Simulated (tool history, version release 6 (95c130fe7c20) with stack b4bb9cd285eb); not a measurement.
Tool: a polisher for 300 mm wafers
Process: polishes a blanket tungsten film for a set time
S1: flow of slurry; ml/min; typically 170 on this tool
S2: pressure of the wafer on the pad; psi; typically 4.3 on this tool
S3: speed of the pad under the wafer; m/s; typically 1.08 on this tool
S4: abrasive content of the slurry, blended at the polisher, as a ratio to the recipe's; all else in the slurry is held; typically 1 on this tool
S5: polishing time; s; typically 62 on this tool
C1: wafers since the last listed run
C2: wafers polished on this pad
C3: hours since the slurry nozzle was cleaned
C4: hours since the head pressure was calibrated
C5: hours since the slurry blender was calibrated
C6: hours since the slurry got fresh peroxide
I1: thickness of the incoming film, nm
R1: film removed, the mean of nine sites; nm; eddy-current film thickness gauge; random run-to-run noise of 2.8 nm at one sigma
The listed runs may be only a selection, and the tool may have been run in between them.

run,day,S1,S2,S3,S4,S5,C1,C2,C3,C4,C5,C6,I1,R1
1,0,170,4.3,1.08,1,62,0,1270,345.5,360.3,23.2,130.3,1374.9,293.7
# day 0.129: worn pad replaced by a new one
2,1.162,170,4.3,1.08,1,62,357,357,373.4,388.2,51.1,158.2,1355,303
3,2.304,170,4.3,1.08,1,62,394,751,400.8,415.6,78.5,185.6,1367.5,297.4
# day 2.546: slurry tank refilled with fresh slurry and peroxide
# day 3.779: worn pad replaced by a new one
4,3.8,170,4.3,1.08,0.9,62,445,7,436.7,451.5,114.4,30.1,1351.4,265.8
5,4.904,170,4.3,1.08,0.85,62,381,388,463.2,478,140.9,56.6,1379.4,272.3
6,5.808,170,4.3,1.08,0.85,62,312,701,484.9,499.7,162.6,78.3,1342.1,263.3
7,7.162,170,4.3,1.08,0.85,62,468,1169,517.4,532.2,195.1,110.8,1340.9,261.9
# day 7.629: slurry nozzle cleaned
8,8.408,170,4.3,1.08,1,62,416,1585,18.7,562.1,225,140.7,1385.4,265.6
# day 9.096: worn pad replaced by a new one, repeated, since the last time left the tool worse
9,9.538,200,4.3,1.08,1,41,332,152,45.8,589.2,252.1,167.8,1349.6,203
# day 10.442: slurry tank refilled with fresh slurry and peroxide
# day 10.5: head pressure recalibrated
10,10.821,170,3.2,0.88,1.3,62,408,561,76.6,7.7,282.9,9.1,1353.1,204.7
# day 11.329: slurry blender recalibrated
11,11.958,170,4.3,1.08,1,62,364,925,103.9,35,15.1,36.4,1372.2,295.2
12,13.075,205,4.3,1.08,1,62,385,1311,130.7,61.8,41.9,63.2,1359.3,300.1
# day 13.612: worn pad replaced by a new one
13,14.329,170,4.3,0.96,1,62,375,247,160.8,91.9,72,93.3,1341,267.9
14,15.262,170,4.3,1.08,1,78,322,569,183.2,114.3,94.4,115.7,1380.6,376.7
15,15.925,145,5.8,1.08,1,51,228,798,199.1,130.2,110.3,131.6,1346.7,308.9
# day 17.2: slurry tank refilled with fresh slurry and peroxide
# day 17.275: worn pad replaced by a new one
16,19.925,170,4.3,1.08,1,62,1341,915,295.1,226.2,206.3,65.4,1387,298.6
# day 21.396: worn pad replaced by a new one
17,21.417,140,5.8,1.08,0.75,62,457,7,330.9,262,242.1,101.2,1351.4,352.7

Some steps in R1 between neighbouring runs. How much of each would the tool show without its hidden state too (settings, what came in, random variation), and how much is left for the hidden state, with any gauge scatter that isn't in both results?
Hidden state at play: removal rate lost through wear of the pad, %; slurry flow missing at the pad, %; deviation of the head's pressure from its setpoint, %; abrasive missing from the slurry, %; peroxide lost from the slurry, %.
Run 8 -> 9: S1 170 -> 200, S5 62 -> 41, worn pad replaced by a new one, repeated, since the last time left the tool worse. R1 -62.6 nm: hidden state +41.1, all else -103.7.
Run 13 -> 14: S3 0.96 -> 1.08, S5 62 -> 78. R1 +108.8 nm: hidden state -2.6, all else +111.4.
